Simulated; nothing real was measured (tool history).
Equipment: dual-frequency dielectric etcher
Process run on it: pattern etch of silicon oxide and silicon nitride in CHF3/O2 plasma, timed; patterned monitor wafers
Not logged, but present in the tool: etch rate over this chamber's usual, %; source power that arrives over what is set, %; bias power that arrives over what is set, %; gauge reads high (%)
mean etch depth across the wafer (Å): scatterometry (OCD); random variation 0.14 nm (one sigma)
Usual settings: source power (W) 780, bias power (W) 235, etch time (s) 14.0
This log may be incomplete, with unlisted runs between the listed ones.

run	day	source power (W)	bias power (W)	etch time (s)	wafers since the last listed run	hours since the last wet clean	hours since the last source power generator calibration	hours since the last bias power generator calibration	hours since the last upper electrode change	hours since the gauge calibration	read-back reference wafer on the same gauge, depth_nm	mean etch depth across the wafer (Å)
1	0.000	680	215	14.0	0	365.6	2224.1	1378.4	3875.1	99.9	22.01	220.4
2	0.846	680	215	14.0	294	385.9	2244.4	1398.7	3895.4	120.2	22.03	223.1
3	2.000	780	235	14.0	401	413.6	2272.1	1426.4	3923.1	147.9	21.97	244.8
4	3.362	780	271	14.0	474	446.3	2304.8	1459.1	3955.8	180.6	22.02	254.9
5	6.762	780	235	14.0	1183	527.9	2386.4	1540.7	4037.4	262.2	22.02	244.1
6	7.367	780	235	14.0	210	542.4	2400.9	1555.2	4051.9	276.7	21.94	244.3
# day 9.600: wet clean of the chamber
# day 9.738: source power generator calibrated
7	10.383	780	235	14.0	653	18.8	15.5	1627.6	4124.3	349.1	21.97	239.5
8	11.367	780	235	14.0	342	42.4	39.1	1651.2	4147.9	372.7	22.06	238.1
9	12.262	780	235	14.0	311	63.9	60.6	1672.7	4169.4	394.2	22.04	239.9
10	12.900	780	235	14.0	221	79.2	75.9	1688.0	4184.7	409.5	22.02	243.3
11	14.062	780	276	12.0	404	107.1	103.8	1715.9	4212.6	437.4	22.00	218.7
# day 15.033: gauge calibrated
12	15.112	780	235	15.5	365	132.3	129.0	1741.1	4237.8	1.9	22.01	267.5
# day 16.683: upper electrode replaced
13	16.704	780	235	11.5	205	170.5	167.2	1779.3	0.5	40.1	21.99	200.1
14	16.929	780	283	16.5	78	175.9	172.6	1784.7	5.9	45.5	21.98	303.9
15	17.483	780	235	14.0	192	189.2	185.9	1798.0	19.2	58.8	21.96	241.8
# day 17.967: bias power generator calibrated
16	18.479	780	265	16.5	288	213.1	209.8	12.3	43.1	82.7	21.97	301.5

The next listed run, before its measurement:
17	19.579	780	206	17.5	382	239.5	236.2	38.7	69.5	109.1	?	?

{"run 17": {"read-back reference wafer on the same gauge, depth_nm": 21.98, "mean etch depth across the wafer (Å)": 290.7}}
With no hidden state in the tool, this same run would have given mean etch depth across the wafer (Å) 285.7.

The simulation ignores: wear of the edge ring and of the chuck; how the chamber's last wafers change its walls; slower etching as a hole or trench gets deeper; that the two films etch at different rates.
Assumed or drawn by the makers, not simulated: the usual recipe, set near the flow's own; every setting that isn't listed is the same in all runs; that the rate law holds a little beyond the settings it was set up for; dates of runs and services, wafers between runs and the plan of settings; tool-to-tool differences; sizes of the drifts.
